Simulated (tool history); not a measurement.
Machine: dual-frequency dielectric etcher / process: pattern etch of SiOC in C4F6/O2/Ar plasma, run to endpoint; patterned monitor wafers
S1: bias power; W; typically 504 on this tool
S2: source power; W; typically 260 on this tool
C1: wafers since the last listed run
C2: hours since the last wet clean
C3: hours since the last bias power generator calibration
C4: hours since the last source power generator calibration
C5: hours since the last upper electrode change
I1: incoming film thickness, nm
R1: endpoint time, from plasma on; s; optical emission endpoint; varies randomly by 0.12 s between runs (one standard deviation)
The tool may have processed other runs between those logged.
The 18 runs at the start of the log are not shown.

run	hour	S1	S2	C1	C2	C3	C4	C5	I1	R1
# hour 1418.3: wet clean of the chamber
19	1418.8	565	240	1199	0.5	197.5	2783.2	4696.9	38.81	14.8
20	1518.9	465	220	1602	100.6	297.6	2883.3	4797.0	38.90	17.1
21	1674.6	504	240	2492	256.3	453.3	3039.0	4952.7	38.79	15.3
22	1755.3	504	290	1292	337.0	534.0	3119.7	5033.4	38.62	14.0
# hour 1790.1: source power generator calibrated
23	1837.9	457	290	1258	419.6	616.6	47.8	5116.0	38.66	14.6
24	1876.3	412	290	614	458.0	655.0	86.2	5154.4	38.88	15.2
# hour 1910.8: wet clean of the chamber
25	1974.3	451	220	1184	63.5	753.0	184.2	5252.4	38.61	17.0
# hour 2023.3: upper electrode replaced
26	2034.1	466	260	573	123.3	812.8	244.0	10.8	38.53	15.3
27	2136.9	504	320	1645	226.1	915.6	346.8	113.6	38.62	13.2
28	2208.8	504	260	1151	298.0	987.5	418.7	185.5	38.84	14.8
29	2279.7	547	230	1135	368.9	1058.4	489.6	256.4	39.17	15.0
30	2378.9	589	210	1588	468.1	1157.6	588.8	355.6	38.91	14.6
# hour 2449.5: wet clean of the chamber
31	2450.0	504	200	754	0.5	1228.7	659.9	426.7	38.77	16.9
32	2479.5	504	260	472	30.0	1258.2	689.4	456.2	38.70	15.0
33	2569.5	504	260	1440	120.0	1348.2	779.4	546.2	38.27	14.7
34	2627.2	436	230	923	177.7	1405.9	837.1	603.9	38.68	17.0

What if the next run were any one of these 4? Each begins from the tool's condition after run 34:
A	2627.6	599	260	6	178.1	1406.3	837.5	604.3	38.57	?
B	2627.6	440	240	6	178.1	1406.3	837.5	604.3	38.57	?
C	2627.6	616	260	6	178.1	1406.3	837.5	604.3	38.57	?
D	2627.6	572	320	6	178.1	1406.3	837.5	604.3	38.57	?

run	R1
A	13.4
B	16.3
C	13.3
D	12.6
What these runs would have given with no unlogged condition in the tool:
run	R1
A	13.6
B	16.5
C	13.5
D	12.8
